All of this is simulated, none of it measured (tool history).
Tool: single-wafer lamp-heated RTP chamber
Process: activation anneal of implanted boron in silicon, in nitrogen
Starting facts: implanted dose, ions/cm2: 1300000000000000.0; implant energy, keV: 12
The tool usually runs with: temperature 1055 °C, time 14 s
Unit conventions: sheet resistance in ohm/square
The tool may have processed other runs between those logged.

| run | hour | temperature | time | wafers since the last listed run | wafers since the last pyrometer calibration | wafers since the reflector plate was cleaned | hours since the gauge calibration | read-back reference wafer on the same gauge, sheet resistance | sheet resistance |
|---|---|---|---|---|---|---|---|---|---|
| 1 | 0.0 | 1055 | 14 | 0 | 4578 | 8945 | 175.4 | 85.13 | 96.97 |
| 2 | 29.8 | 1055 | 14 | 298 | 4877 | 9243 | 205.2 | 85.25 | 96.71 |
| 3 | 55.0 | 1055 | 14 | 252 | 5129 | 9495 | 230.4 | 85.22 | 96.62 |
| 4 | 73.5 | 1042 | 14 | 185 | 5314 | 9680 | 248.9 | 85.20 | 98.39 |
| 5 | 95.0 | 1055 | 14 | 215 | 5529 | 9896 | 270.4 | 85.24 | 96.48 |
| 6 | 117.6 | 1055 | 14 | 226 | 5756 | 10122 | 293.0 | 85.16 | 96.52 |
| 7 | 146.9 | 1055 | 14 | 293 | 6049 | 10415 | 322.3 | 85.14 | 96.59 |
| 8 | 173.5 | 1055 | 14 | 266 | 6315 | 10681 | 348.9 | 85.13 | 96.57 |
|  | 189.3 | reflector plate cleaned |
| 9 | 193.9 | 1055 | 14 | 124 | 6439 | 46 | 369.3 | 85.24 | 97.21 |
| 10 | 218.3 | 1055 | 14 | 244 | 6683 | 290 | 393.7 | 85.16 | 97.25 |

Expected results for the next run?
|  | 237.7 | pyrometer window cleaned and pyrometer calibrated |
| 11 | 246.2 | 1055 | 17 | 199 | 85 | 489 | 421.6 | ? | ? |

{"run 11": {"read-back reference wafer on the same gauge, sheet resistance": 85.2, "sheet resistance": 97.76}}
Minus the tool's unlogged condition, the same run would have read sheet resistance 98.20 ohm/square.
